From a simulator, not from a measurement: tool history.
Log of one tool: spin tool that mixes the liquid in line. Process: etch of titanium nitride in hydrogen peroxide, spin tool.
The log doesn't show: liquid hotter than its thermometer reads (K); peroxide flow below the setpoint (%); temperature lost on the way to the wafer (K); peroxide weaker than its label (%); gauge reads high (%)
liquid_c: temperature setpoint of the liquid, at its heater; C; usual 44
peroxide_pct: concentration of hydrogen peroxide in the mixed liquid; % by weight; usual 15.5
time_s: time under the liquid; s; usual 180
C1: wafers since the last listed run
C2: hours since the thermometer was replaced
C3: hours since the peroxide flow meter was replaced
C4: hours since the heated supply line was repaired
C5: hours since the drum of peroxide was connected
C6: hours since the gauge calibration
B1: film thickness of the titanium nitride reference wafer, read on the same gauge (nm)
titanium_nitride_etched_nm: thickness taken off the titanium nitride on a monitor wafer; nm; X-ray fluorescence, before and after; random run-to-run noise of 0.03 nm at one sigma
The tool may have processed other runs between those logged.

run 1 hour=0 | liquid_c=44 peroxide_pct=15.5 time_s=180 | C1=0 C2=1772.6 C3=1392.5 C4=2489.8 C5=1011.9 C6=13.9 | B1=99.99 | titanium_nitride_etched_nm=6.45
run 2 hour=19.7 | liquid_c=44 peroxide_pct=15.5 time_s=180 | C1=125 C2=1792.3 C3=1412.2 C4=2509.5 C5=1031.6 C6=33.6 | B1=100 | titanium_nitride_etched_nm=6.46
run 3 hour=49.3 | liquid_c=44 peroxide_pct=17.5 time_s=180 | C1=188 C2=1821.9 C3=1441.8 C4=2539.1 C5=1061.2 C6=63.2 | B1=100.01 | titanium_nitride_etched_nm=6.64
run 4 hour=79.9 | liquid_c=44 peroxide_pct=17.5 time_s=180 | C1=194 C2=1852.5 C3=1472.4 C4=2569.7 C5=1091.8 C6=93.8 | B1=100.01 | titanium_nitride_etched_nm=6.68
run 5 hour=96.6 | liquid_c=40.5 peroxide_pct=15.5 time_s=180 | C1=106 C2=1869.2 C3=1489.1 C4=2586.4 C5=1108.5 C6=110.5 | B1=99.99 | titanium_nitride_etched_nm=5.03
run 6 hour=130.3 | liquid_c=40.5 peroxide_pct=15.5 time_s=180 | C1=214 C2=1902.9 C3=1522.8 C4=2620.1 C5=1142.2 C6=144.2 | B1=99.99 | titanium_nitride_etched_nm=4.96
run 7 hour=153.5 | liquid_c=40.5 peroxide_pct=15.5 time_s=180 | C1=147 C2=1926.1 C3=1546 C4=2643.3 C5=1165.4 C6=167.4 | B1=100.04 | titanium_nitride_etched_nm=5.01
run 8 hour=188.6 | liquid_c=44 peroxide_pct=15.5 time_s=180 | C1=223 C2=1961.2 C3=1581.1 C4=2678.4 C5=1200.5 C6=202.5 | B1=100.01 | titanium_nitride_etched_nm=6.49
run 9 hour=214.5 | liquid_c=44 peroxide_pct=15.5 time_s=180 | C1=164 C2=1987.1 C3=1607 C4=2704.3 C5=1226.4 C6=228.4 | B1=100.02 | titanium_nitride_etched_nm=6.53
run 10 hour=227.3 | liquid_c=44 peroxide_pct=15.5 time_s=180 | C1=81 C2=1999.9 C3=1619.8 C4=2717.1 C5=1239.2 C6=241.2 | B1=99.99 | titanium_nitride_etched_nm=6.46
run 11 hour=258.3 | liquid_c=44 peroxide_pct=13 time_s=270 | C1=197 C2=2030.9 C3=1650.8 C4=2748.1 C5=1270.2 C6=272.2 | B1=99.99 | titanium_nitride_etched_nm=9.46
-- hour=267 heated supply line repaired
-- hour=274.7 peroxide flow meter replaced
run 12 hour=290.6 | liquid_c=36 peroxide_pct=17 time_s=130 | C1=192 C2=2063.2 C3=15.9 C4=23.6 C5=1302.5 C6=304.5 | B1=100.01 | titanium_nitride_etched_nm=2.64
-- hour=305.2 gauge calibrated
run 13 hour=322.6 | liquid_c=44 peroxide_pct=15.5 time_s=180 | C1=203 C2=2095.2 C3=47.9 C4=55.6 C5=1334.5 C6=17.4 | B1=100.01 | titanium_nitride_etched_nm=6.55
-- hour=323.9 thermometer replaced
-- hour=337.8 new drum of peroxide connected
run 14 hour=344.7 | liquid_c=44 peroxide_pct=15.5 time_s=180 | C1=127 C2=20.8 C3=70 C4=77.7 C5=6.9 C6=39.5 | B1=100 | titanium_nitride_etched_nm=7.21
run 15 hour=376.8 | liquid_c=44 peroxide_pct=18.5 time_s=180 | C1=204 C2=52.9 C3=102.1 C4=109.8 C5=39 C6=71.6 | B1=99.99 | titanium_nitride_etched_nm=7.56
run 16 hour=391 | liquid_c=47 peroxide_pct=14 time_s=265 | C1=90 C2=67.1 C3=116.3 C4=124 C5=53.2 C6=85.8 | B1=99.98 | titanium_nitride_etched_nm=12.96
run 17 hour=411.2 | liquid_c=44 peroxide_pct=18.5 time_s=130 | C1=128 C2=87.3 C3=136.5 C4=144.2 C5=73.4 C6=106 | B1=100.02 | titanium_nitride_etched_nm=5.45
-- hour=428.8 thermometer replaced, repeated, since the last time left the tool worse
run 18 hour=437.1 | liquid_c=44 peroxide_pct=15.5 time_s=180 | C1=158 C2=8.3 C3=162.4 C4=170.1 C5=99.3 C6=131.9 | B1=99.99 | titanium_nitride_etched_nm=5.81
run 19 hour=459.8 | liquid_c=51 peroxide_pct=18 time_s=145 | C1=144 C2=31 C3=185.1 C4=192.8 C5=122 C6=154.6 | B1=99.97 | titanium_nitride_etched_nm=8.1
run 20 hour=484.3 | liquid_c=44 peroxide_pct=15.5 time_s=75 | C1=155 C2=55.5 C3=209.6 C4=217.3 C5=146.5 C6=179.1 | B1=99.99 | titanium_nitride_etched_nm=2.42
run 21 hour=507.9 | liquid_c=35 peroxide_pct=14 time_s=120 | C1=150 C2=79.1 C3=233.2 C4=240.9 C5=170.1 C6=202.7 | B1=99.97 | titanium_nitride_etched_nm=1.9

Table of differences, measured result less the result of that run with no hidden state. Run-to-run variation is the same in both. Gauge scatter possibly is not:
run=1 titanium_nitride_etched_nm=+0.74
run=2 titanium_nitride_etched_nm=+0.75
run=3 titanium_nitride_etched_nm=+0.78
run=4 titanium_nitride_etched_nm=+0.8
run=5 titanium_nitride_etched_nm=+0.62
run=6 titanium_nitride_etched_nm=+0.62
run=7 titanium_nitride_etched_nm=+0.63
run=8 titanium_nitride_etched_nm=+0.81
run=9 titanium_nitride_etched_nm=+0.82
run=10 titanium_nitride_etched_nm=+0.83
run=11 titanium_nitride_etched_nm=+1.22
run=12 titanium_nitride_etched_nm=+0.36
run=13 titanium_nitride_etched_nm=+0.87
run=14 titanium_nitride_etched_nm=+1.52
run=15 titanium_nitride_etched_nm=+1.6
run=16 titanium_nitride_etched_nm=+2.71
run=17 titanium_nitride_etched_nm=+1.16
run=18 titanium_nitride_etched_nm=+0.09
run=19 titanium_nitride_etched_nm=+0.13
run=20 titanium_nitride_etched_nm=+0.04
run=21 titanium_nitride_etched_nm=+0.04
